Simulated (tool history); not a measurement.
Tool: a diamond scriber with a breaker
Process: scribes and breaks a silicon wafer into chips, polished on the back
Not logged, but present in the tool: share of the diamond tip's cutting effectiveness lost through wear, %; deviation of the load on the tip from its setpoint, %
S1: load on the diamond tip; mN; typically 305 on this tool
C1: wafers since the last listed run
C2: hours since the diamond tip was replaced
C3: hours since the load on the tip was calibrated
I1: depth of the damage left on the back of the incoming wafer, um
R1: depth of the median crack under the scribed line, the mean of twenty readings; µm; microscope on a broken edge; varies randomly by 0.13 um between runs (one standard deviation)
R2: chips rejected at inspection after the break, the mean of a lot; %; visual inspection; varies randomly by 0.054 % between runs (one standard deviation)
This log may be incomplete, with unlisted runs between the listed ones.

run 1 day=0.000 | S1=305 | C1=0 C2=417.4 C3=1253.8 | I1=0.02 | R1=14.12 R2=1.07
run 2 day=1.129 | S1=342 | C1=37 C2=444.5 C3=1280.9 | I1=0.02 | R1=14.59 R2=1.69
run 3 day=2.650 | S1=342 | C1=50 C2=481.0 C3=1317.4 | I1=0.01 | R1=14.50 R2=1.73
run 4 day=9.917 | S1=305 | C1=243 C2=655.4 C3=1491.8 | I1=0.02 | R1=13.88 R2=1.03
run 5 day=11.117 | S1=335 | C1=40 C2=684.2 C3=1520.6 | I1=0.04 | R1=14.39 R2=1.37
run 6 day=12.888 | S1=305 | C1=59 C2=726.7 C3=1563.1 | I1=0.05 | R1=13.79 R2=0.93
run 7 day=15.708 | S1=305 | C1=94 C2=794.4 C3=1630.8 | I1=0.01 | R1=13.56 R2=1.06
run 8 day=17.671 | S1=305 | C1=65 C2=841.5 C3=1677.9 | I1=0.03 | R1=13.43 R2=0.91
run 9 day=18.975 | S1=330 | C1=43 C2=872.8 C3=1709.2 | I1=0.03 | R1=14.00 R2=1.10
run 10 day=21.646 | S1=273 | C1=89 C2=936.9 C3=1773.3 | I1=0.02 | R1=12.81 R2=1.20
run 11 day=22.700 | S1=273 | C1=35 C2=962.2 C3=1798.6 | I1=0.03 | R1=12.88 R2=1.28
run 12 day=24.425 | S1=273 | C1=57 C2=1003.6 C3=1840.0 | I1=0.05 | R1=12.65 R2=1.44
run 13 day=25.575 | S1=259 | C1=38 C2=1031.2 C3=1867.6 | I1=0.01 | R1=12.48 R2=1.62
-- day=26.679 load on the tip recalibrated
run 14 day=27.488 | S1=259 | C1=61 C2=1077.1 C3=19.4 | I1=0.03 | R1=11.62 R2=3.11
run 15 day=30.154 | S1=341 | C1=89 C2=1141.1 C3=83.4 | I1=0.01 | R1=12.99 R2=1.09
run 16 day=32.125 | S1=393 | C1=65 C2=1188.4 C3=130.7 | I1=0.04 | R1=13.79 R2=1.06
-- day=33.425 diamond tip replaced by a new one
run 17 day=33.875 | S1=392 | C1=55 C2=10.8 C3=172.7 | I1=0.05 | R1=15.20 R2=2.51
run 18 day=36.600 | S1=384 | C1=91 C2=76.2 C3=238.1 | I1=0.02 | R1=15.07 R2=2.17
run 19 day=38.492 | S1=305 | C1=63 C2=121.6 C3=283.5 | I1=0.02 | R1=13.45 R2=1.03
run 20 day=41.317 | S1=279 | C1=94 C2=189.4 C3=351.3 | I1=0.05 | R1=13.12 R2=1.08
run 21 day=43.592 | S1=272 | C1=76 C2=244.0 C3=405.9 | I1=0.02 | R1=13.17 R2=1.11
run 22 day=45.817 | S1=219 | C1=74 C2=297.4 C3=459.3 | I1=0.01 | R1=11.69 R2=2.61
run 23 day=48.283 | S1=245 | C1=82 C2=356.6 C3=518.5 | I1=0.03 | R1=12.50 R2=1.86
run 24 day=49.488 | S1=305 | C1=40 C2=385.5 C3=547.4 | I1=0.02 | R1=13.39 R2=1.01
run 25 day=50.529 | S1=332 | C1=34 C2=410.5 C3=572.4 | I1=0.01 | R1=14.46 R2=1.27
run 26 day=51.796 | S1=244 | C1=42 C2=440.9 C3=602.8 | I1=0.04 | R1=12.44 R2=1.84
run 27 day=53.546 | S1=305 | C1=58 C2=482.9 C3=644.8 | I1=0.03 | R1=13.61 R2=0.98
run 28 day=55.438 | S1=265 | C1=63 C2=528.3 C3=690.2 | I1=0.03 | R1=12.68 R2=1.42
run 29 day=56.850 | S1=269 | C1=47 C2=562.2 C3=724.1 | I1=0.04 | R1=12.93 R2=1.37

Difference, measured minus no-hidden-state, one row per run. Run-to-run variation is common to both terms; the gauge's own scatter need not be:
run=1 R1=+0.41 R2=+0.10
run=2 R1=+0.42 R2=+0.42
run=3 R1=+0.40 R2=+0.42
run=4 R1=+0.29 R2=+0.05
run=5 R1=+0.27 R2=+0.22
run=6 R1=+0.23 R2=+0.03
run=7 R1=+0.17 R2=+0.02
run=8 R1=+0.11 R2=+0.01
run=9 R1=+0.09 R2=+0.05
run=10 R1=+0.00 R2=+0.00
run=11 R1=-0.02 R2=+0.02
run=12 R1=-0.07 R2=+0.07
run=13 R1=-0.12 R2=+0.15
run=14 R1=-0.93 R2=+1.71
run=15 R1=-1.15 R2=-0.13
run=16 R1=-1.31 R2=-1.45
run=17 R1=+0.04 R2=+0.07
run=18 R1=+0.07 R2=+0.11
run=19 R1=+0.08 R2=+0.01
run=20 R1=+0.08 R2=-0.05
run=21 R1=+0.09 R2=-0.07
run=22 R1=+0.08 R2=-0.19
run=23 R1=+0.08 R2=-0.13
run=24 R1=+0.08 R2=+0.01
run=25 R1=+0.09 R2=+0.06
run=26 R1=+0.06 R2=-0.10
run=27 R1=+0.06 R2=+0.00
run=28 R1=+0.04 R2=-0.04
run=29 R1=+0.03 R2=-0.02

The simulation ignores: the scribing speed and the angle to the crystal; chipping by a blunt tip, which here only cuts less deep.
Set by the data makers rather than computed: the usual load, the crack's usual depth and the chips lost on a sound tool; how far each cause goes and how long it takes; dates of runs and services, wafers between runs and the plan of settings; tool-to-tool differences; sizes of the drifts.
